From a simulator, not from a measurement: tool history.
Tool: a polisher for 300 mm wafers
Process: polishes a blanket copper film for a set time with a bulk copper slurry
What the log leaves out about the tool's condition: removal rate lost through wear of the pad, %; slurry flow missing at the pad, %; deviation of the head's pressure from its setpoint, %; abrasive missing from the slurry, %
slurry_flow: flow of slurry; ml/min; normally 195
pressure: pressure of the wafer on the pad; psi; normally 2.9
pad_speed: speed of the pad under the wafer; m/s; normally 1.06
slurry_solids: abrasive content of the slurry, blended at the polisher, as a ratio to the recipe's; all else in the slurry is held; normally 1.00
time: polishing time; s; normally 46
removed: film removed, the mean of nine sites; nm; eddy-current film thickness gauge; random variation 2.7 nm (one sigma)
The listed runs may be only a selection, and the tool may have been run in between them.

run	hour	slurry_flow	pressure	pad_speed	slurry_solids	time	wafers since the last listed run	wafers polished on this pad	hours since the slurry nozzle was cleaned	hours since the head pressure was calibrated	hours since the slurry blender was calibrated	incoming thickness of the incoming film, nm	removed
1	0.0	195	3.4	0.96	1.00	46	0	1141	31.1	710.0	528.4	4371.8	398.7
# hour 4.3: slurry blender recalibrated
2	33.0	195	3.4	0.96	1.00	46	282	1423	64.1	743.0	28.7	4452.4	437.2
3	55.2	195	2.9	1.06	1.05	46	202	1625	86.3	765.2	50.9	4405.0	407.1
# hour 65.4: worn pad replaced by a new one
4	71.2	195	2.9	1.06	1.05	46	109	52	102.3	781.2	66.9	4354.1	407.4
5	104.2	195	2.9	1.06	1.00	36	300	352	135.3	814.2	99.9	4332.2	311.9
6	123.1	195	2.9	1.06	1.00	36	171	524	154.2	833.1	118.8	4345.1	308.9
7	140.6	195	2.9	1.06	1.00	36	159	684	171.7	850.6	136.3	4385.8	308.6
8	154.5	195	2.1	1.06	1.00	46	126	810	185.6	864.5	150.2	4386.4	286.1
9	185.8	195	2.1	1.06	1.00	46	284	1095	216.9	895.8	181.5	4379.9	287.3
10	217.1	195	2.9	1.06	1.00	46	284	1380	248.2	927.1	212.8	4371.3	390.7
11	235.6	195	2.9	1.06	1.00	46	168	1548	266.7	945.6	231.3	4367.6	387.6
# hour 251.3: worn pad replaced by a new one
12	256.7	195	2.9	1.06	1.00	46	155	49	287.8	966.7	252.4	4348.9	385.3
13	280.2	195	2.9	1.06	1.00	46	213	263	311.3	990.2	275.9	4298.7	386.0
14	313.0	195	2.9	1.06	1.00	46	298	561	344.1	1023.0	308.7	4298.4	382.0
15	332.1	195	3.3	0.74	1.00	46	173	735	363.2	1042.1	327.8	4448.2	345.4
16	367.4	195	2.9	1.06	1.00	46	321	1056	398.5	1077.4	363.1	4425.6	374.9
# hour 412.1: worn pad replaced by a new one
17	412.6	165	2.9	1.06	1.00	46	374	4	443.7	1122.6	408.3	4425.6	363.1
18	442.5	195	2.5	1.06	1.00	46	272	276	473.6	1152.5	438.2	4329.8	317.9
19	478.0	195	2.6	1.06	0.75	46	323	599	509.1	1188.0	473.7	4305.5	302.0
# hour 490.2: head pressure recalibrated
20	500.3	125	3.8	1.06	0.70	33	184	784	531.4	10.1	496.0	4393.0	310.5
# hour 536.8: slurry blender recalibrated
# hour 573.7: worn pad replaced by a new one
21	599.6	150	2.9	1.24	1.15	30	849	235	630.7	109.4	62.8	4314.7	311.3
22	618.3	195	3.4	1.32	0.85	37	170	405	649.4	128.1	81.5	4307.6	450.5
# hour 621.6: slurry nozzle cleaned
23	632.3	195	2.9	1.06	1.00	46	118	524	10.7	142.1	95.5	4368.7	432.3
24	659.5	225	2.9	1.36	0.85	34	247	771	37.9	169.3	122.7	4443.0	365.0
25	677.6	195	2.9	1.06	1.00	52	164	936	56.0	187.4	140.8	4463.0	483.9
26	696.1	150	2.9	1.06	1.00	54	168	1104	74.5	205.9	159.3	4285.4	478.1
27	710.7	195	2.9	1.06	1.00	46	132	1237	89.1	220.5	173.9	4365.8	426.6
28	725.4	195	2.1	1.44	0.75	39	133	1371	103.8	235.2	188.6	4326.5	299.1
29	748.7	255	2.9	1.06	1.15	46	212	1583	127.1	258.5	211.9	4409.5	446.9
# hour 782.6: worn pad replaced by a new one
30	783.1	220	3.9	0.70	1.00	53	276	4	161.5	292.9	246.3	4334.1	504.9
31	812.2	195	2.9	0.92	1.00	46	264	269	190.6	322.0	275.4	4332.9	378.9

Alternative continuations, all from the tool just after run 31; predict every row:
A	812.6	195	3.7	1.06	1.00	46	3	272	191.0	322.4	275.8	4343.8	?
B	812.6	230	3.8	1.06	1.00	46	3	272	191.0	322.4	275.8	4343.8	?
C	812.6	195	2.9	0.72	1.15	40	3	272	191.0	322.4	275.8	4343.8	?

run	removed
A	524.3
B	550.5
C	293.0
Take away the tool's hidden state, keep each run's random variation, and the runs would have read:
run	removed
A	552.7
B	580.3
C	309.1

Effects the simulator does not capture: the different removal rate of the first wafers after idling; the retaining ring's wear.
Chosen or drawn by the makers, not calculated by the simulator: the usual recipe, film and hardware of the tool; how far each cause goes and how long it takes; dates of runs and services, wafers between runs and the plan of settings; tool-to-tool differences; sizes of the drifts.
